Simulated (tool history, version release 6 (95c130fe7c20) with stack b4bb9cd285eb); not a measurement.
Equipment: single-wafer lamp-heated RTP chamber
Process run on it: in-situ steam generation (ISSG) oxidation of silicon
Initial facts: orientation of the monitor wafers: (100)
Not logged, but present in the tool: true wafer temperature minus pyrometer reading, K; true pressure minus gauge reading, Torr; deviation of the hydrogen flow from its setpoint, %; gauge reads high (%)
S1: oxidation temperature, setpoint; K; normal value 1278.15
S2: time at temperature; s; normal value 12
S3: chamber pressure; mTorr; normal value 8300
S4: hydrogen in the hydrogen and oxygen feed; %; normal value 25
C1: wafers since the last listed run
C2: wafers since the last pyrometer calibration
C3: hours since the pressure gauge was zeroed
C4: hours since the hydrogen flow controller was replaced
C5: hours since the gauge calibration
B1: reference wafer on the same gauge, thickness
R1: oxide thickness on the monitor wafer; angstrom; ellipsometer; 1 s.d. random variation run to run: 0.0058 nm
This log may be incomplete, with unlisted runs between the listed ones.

run    hour       S1  S2    S3  S4    C1    C2      C3      C4      C5     B1     R1
  1     0.0  1278.15  12  8300  25     0  5439  2397.2  3796.7   678.4  4.180  39.17
       20.2  -- pyrometer window cleaned and pyrometer calibrated
  2    35.9  1278.15  12  7600  30   212   119  2433.1  3832.6   714.3  4.179  41.11
  3    85.2  1278.15  12  7600  30   374   494  2482.4  3881.9   763.6  4.181  41.10
  4   149.1  1278.15  12  7600  30   486   980  2546.3  3945.8   827.5  4.180  41.33
  5   356.1  1278.15  12  8300  25  1574  2554  2753.3  4152.8  1034.5  4.179  39.22
  6   401.6  1278.15  12  8300  25   346  2900  2798.8  4198.3  1080.0  4.181  39.09
  7   454.5  1278.15  12  8300  25   402  3303  2851.7  4251.2  1132.9  4.180  39.18
  8   523.2  1278.15  12  7200  25   522  3825  2920.4  4319.9  1201.6  4.180  39.12
  9   573.9  1278.15  12  8300  25   385  4211  2971.1  4370.6  1252.3  4.180  39.26
 10   600.3  1278.15  12  8300  25   200  4412  2997.5  4397.0  1278.7  4.179  39.21
 11   647.1  1278.15  12  8300  25   355  4768  3044.3  4443.8  1325.5  4.179  39.14
      722.8  -- hydrogen flow controller replaced
 12   723.3  1278.15  12  8300  25   518  5286  3120.5     0.5  1401.7  4.179  39.23
      736.9  -- pressure gauge zeroed
      787.4  -- pyrometer window cleaned and pyrometer calibrated
 13   787.9  1278.15  12  8300  20   369     3    51.0    65.1  1466.3  4.180  36.87
 14   845.9  1278.15  12  8300  25   441   444   109.0   123.1  1524.3  4.180  38.86
 15   888.8  1291.15   9  8300  19   326   771   151.9   166.0  1567.2  4.179  33.55
      902.4  -- gauge calibrated
 16   924.6  1278.15   9  8300  25   272  1043   187.7   201.8    22.2  4.181  34.56
 17   978.2  1278.15  12  8300  25   407  1451   241.3   255.4    75.8  4.181  39.10
 18  1015.4  1278.15  12  8300  29   282  1733   278.5   292.6   113.0  4.178  40.68
 19  1062.3  1286.15   7  9100  32   356  2090   325.4   339.5   159.9  4.178  33.92
 20  1098.6  1295.15  12  8300  18   276  2366   361.7   375.8   196.2  4.180  38.37
 21  1146.0  1278.15  12  7600  25   360  2727   409.1   423.2   243.6  4.181  39.24
 22  1175.5  1278.15  14  8800  17   224  2951   438.6   452.7   273.1  4.180  38.02
 23  1208.6  1278.15  16  8300  25   251  3203   471.7   485.8   306.2  4.180  44.45
 24  1258.0  1267.15  14  8300  25   375  3579   521.1   535.2   355.6  4.180  40.26
 25  1314.3  1289.15  12  8300  15   428  4007   577.4   591.5   411.9  4.181  36.05

Below are 3 alternative next runs, each starting from the tool's condition after run 25. Predict each:
  A  1314.7  1278.15  12  8300  32   3  4010  577.8  591.9  412.3   ?   ?
  B  1314.7  1278.15  12  7400  25   3  4010  577.8  591.9  412.3   ?   ?
  C  1314.7  1278.15  12  9200  30   3  4010  577.8  591.9  412.3   ?   ?

run     B1     R1
  A  4.178  41.85
  B  4.178  39.22
  C  4.178  40.50
Without the tool's unlogged condition, the same runs would have read:
run     R1
  A  41.54
  B  38.94
  C  40.21

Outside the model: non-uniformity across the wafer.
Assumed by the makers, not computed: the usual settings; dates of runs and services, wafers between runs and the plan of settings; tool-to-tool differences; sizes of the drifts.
